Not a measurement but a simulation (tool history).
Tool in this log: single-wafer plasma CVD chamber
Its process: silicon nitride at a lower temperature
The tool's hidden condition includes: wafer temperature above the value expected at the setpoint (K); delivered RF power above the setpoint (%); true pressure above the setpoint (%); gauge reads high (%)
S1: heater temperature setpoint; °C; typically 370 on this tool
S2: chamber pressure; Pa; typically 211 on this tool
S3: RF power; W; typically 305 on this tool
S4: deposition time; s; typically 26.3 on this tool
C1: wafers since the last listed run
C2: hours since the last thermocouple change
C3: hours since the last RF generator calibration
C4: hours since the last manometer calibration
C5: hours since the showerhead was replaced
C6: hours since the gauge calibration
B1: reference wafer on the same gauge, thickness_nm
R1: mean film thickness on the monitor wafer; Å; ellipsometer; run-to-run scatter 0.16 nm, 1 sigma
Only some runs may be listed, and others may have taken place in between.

Run 1, hour 0: usual settings but S1 378 °C; C1 0; C2 2557.7; C3 1626.6; C4 19.3; C5 3806.1; C6 1077; B1 35.157. Result: R1 297.7 Å.
Run 2, hour 33: usual settings but S1 378 °C; C1 582; C2 2590.7; C3 1659.6; C4 52.3; C5 3839.1; C6 1110; B1 35.181. Result: R1 295.52 Å.
Run 3, hour 57.6: usual settings; C1 434; C2 2615.3; C3 1684.2; C4 76.9; C5 3863.7; C6 1134.6; B1 35.195. Result: R1 296.62 Å.
Run 4, hour 85.6: usual settings but S4 24.9 s; C1 494; C2 2643.3; C3 1712.2; C4 104.9; C5 3891.7; C6 1162.6; B1 35.158. Result: R1 280.78 Å.
Run 5, hour 110.5: usual settings but S3 340 W; C1 439; C2 2668.2; C3 1737.1; C4 129.8; C5 3916.6; C6 1187.5; B1 35.213. Result: R1 322.21 Å.
Run 6, hour 125.6: usual settings but S3 340 W; C1 266; C2 2683.3; C3 1752.2; C4 144.9; C5 3931.7; C6 1202.6; B1 35.176. Result: R1 323.08 Å.
At hour 136.8: showerhead replaced.
Run 7, hour 151: usual settings; C1 307; C2 2708.7; C3 1777.6; C4 170.3; C5 14.2; C6 1228; B1 35.191. Result: R1 294.59 Å.
Run 8, hour 163.1: usual settings; C1 213; C2 2720.8; C3 1789.7; C4 182.4; C5 26.3; C6 1240.1; B1 35.2. Result: R1 296.29 Å.
Run 9, hour 179.3: usual settings but S1 375 °C, S4 22 s; C1 285; C2 2737; C3 1805.9; C4 198.6; C5 42.5; C6 1256.3; B1 35.229. Result: R1 245.52 Å.
Run 10, hour 198.7: usual settings but S1 381 °C, S2 172 Pa, S4 31.1 s; C1 342; C2 2756.4; C3 1825.3; C4 218; C5 61.9; C6 1275.7; B1 35.211. Result: R1 333.4 Å.
Run 11, hour 213.5: usual settings but S2 189 Pa; C1 261; C2 2771.2; C3 1840.1; C4 232.8; C5 76.7; C6 1290.5; B1 35.227. Result: R1 286.84 Å.
Run 12, hour 230.5: usual settings; C1 300; C2 2788.2; C3 1857.1; C4 249.8; C5 93.7; C6 1307.5; B1 35.169. Result: R1 293.33 Å.
Run 13, hour 245.1: usual settings but S1 378 °C; C1 257; C2 2802.8; C3 1871.7; C4 264.4; C5 108.3; C6 1322.1; B1 35.202. Result: R1 292.59 Å.
At hour 262.9: RF generator calibrated.
Run 14, hour 263.4: usual settings but S1 377 °C, S2 227 Pa, S3 330 W, S4 29.5 s; C1 181; C2 2821.1; C3 0.5; C4 282.7; C5 126.6; C6 1340.4; B1 35.205. Result: R1 344.12 Å.
Run 15, hour 288: usual settings but S2 159 Pa, S4 22.8 s; C1 434; C2 2845.7; C3 25.1; C4 307.3; C5 151.2; C6 1365; B1 35.211. Result: R1 232.59 Å.
At hour 290: gauge calibrated.
Run 16, hour 311: usual settings but S1 379 °C, S3 360 W; C1 405; C2 2868.7; C3 48.1; C4 330.3; C5 174.2; C6 21; B1 35.218. Result: R1 322.02 Å.
Run 17, hour 343.8: usual settings but S1 378 °C, S4 31.2 s; C1 578; C2 2901.5; C3 80.9; C4 363.1; C5 207; C6 53.8; B1 35.22. Result: R1 332.69 Å.
At hour 373.6: thermocouple changed; heater temperature recalibrated.
Run 18, hour 434.8: usual settings but S2 172 Pa, S4 25 s; C1 1464; C2 61.2; C3 171.9; C4 454.1; C5 298; C6 144.8; B1 35.188. Result: R1 255.15 Å.
At hour 443.2: RF generator calibrated, repeated, since the last time left the tool worse.
Run 19, hour 464.7: usual settings but S1 366 °C; C1 386; C2 91.1; C3 21.5; C4 484; C5 327.9; C6 174.7; B1 35.189. Result: R1 311.14 Å.
Run 20, hour 497.3: usual settings but S1 361 °C, S2 173 Pa, S3 250 W, S4 23 s; C1 575; C2 123.7; C3 54.1; C4 516.6; C5 360.5; C6 207.3; B1 35.216. Result: R1 218.23 Å.
Run 21, hour 519.8: usual settings but S2 225 Pa, S3 285 W; C1 397; C2 146.2; C3 76.6; C4 539.1; C5 383; C6 229.8; B1 35.181. Result: R1 293.72 Å.
Run 22, hour 546.3: usual settings but S1 382 °C, S2 187 Pa, S3 320 W, S4 30.2 s; C1 467; C2 172.7; C3 103.1; C4 565.6; C5 409.5; C6 256.3; B1 35.243. Result: R1 360.92 Å.
Run 23, hour 562.2: usual settings but S2 260 Pa, S4 21.9 s; C1 280; C2 188.6; C3 119; C4 581.5; C5 425.4; C6 272.2; B1 35.182. Result: R1 269.51 Å.
Run 24, hour 583.8: usual settings but S2 177 Pa, S3 255 W; C1 381; C2 210.2; C3 140.6; C4 603.1; C5 447; C6 293.8; B1 35.178. Result: R1 253.12 Å.
Run 25, hour 605.5: usual settings but S1 358 °C, S2 224 Pa; C1 382; C2 231.9; C3 162.3; C4 624.8; C5 468.7; C6 315.5; B1 35.205. Result: R1 312.2 Å.
Run 26, hour 636: usual settings but S1 379 °C; C1 538; C2 262.4; C3 192.8; C4 655.3; C5 499.2; C6 346; B1 35.201. Result: R1 308.1 Å.
Run 27, hour 648.8: usual settings; C1 225; C2 275.2; C3 205.6; C4 668.1; C5 512; C6 358.8; B1 35.192. Result: R1 309.05 Å.
Run 28, hour 679.5: usual settings but S2 191 Pa, S3 320 W; C1 541; C2 305.9; C3 236.3; C4 698.8; C5 542.7; C6 389.5; B1 35.206. Result: R1 312.44 Å.
Run 29, hour 708.7: usual settings but S3 360 W, S4 30.6 s; C1 515; C2 335.1; C3 265.5; C4 728; C5 571.9; C6 418.7; B1 35.235. Result: R1 408.43 Å.

Selected run-to-run steps in R1, each split into two signed amounts: the part the tool would show with no hidden state at all (from settings, incoming material and random variation), and the remainder, which goes to the hidden state together with any gauge scatter not common to the measured and the hidden-state-free results:
Run 13 -> 14: S1 378 -> 377, S2 211 -> 227, S3 305 -> 330, S4 26.3 -> 29.5, RF generator calibrated. R1 +51.53 Å: hidden state -16.88, all else +68.41.
Run 14 -> 15: S1 377 -> 370, S2 227 -> 159, S3 330 -> 305, S4 29.5 -> 22.8. R1 -111.53 Å: hidden state +9.82, all else -121.35.
Run 18 -> 19: S1 370 -> 366, S2 172 -> 211, S4 25 -> 26.3, RF generator calibrated, repeated, since the last time left the tool worse. R1 +55.99 Å: hidden state +24, all else +31.99.
Run 28 -> 29: S2 191 -> 211, S3 320 -> 360, S4 26.3 -> 30.6. R1 +95.99 Å: hidden state -0.39, all else +96.38.
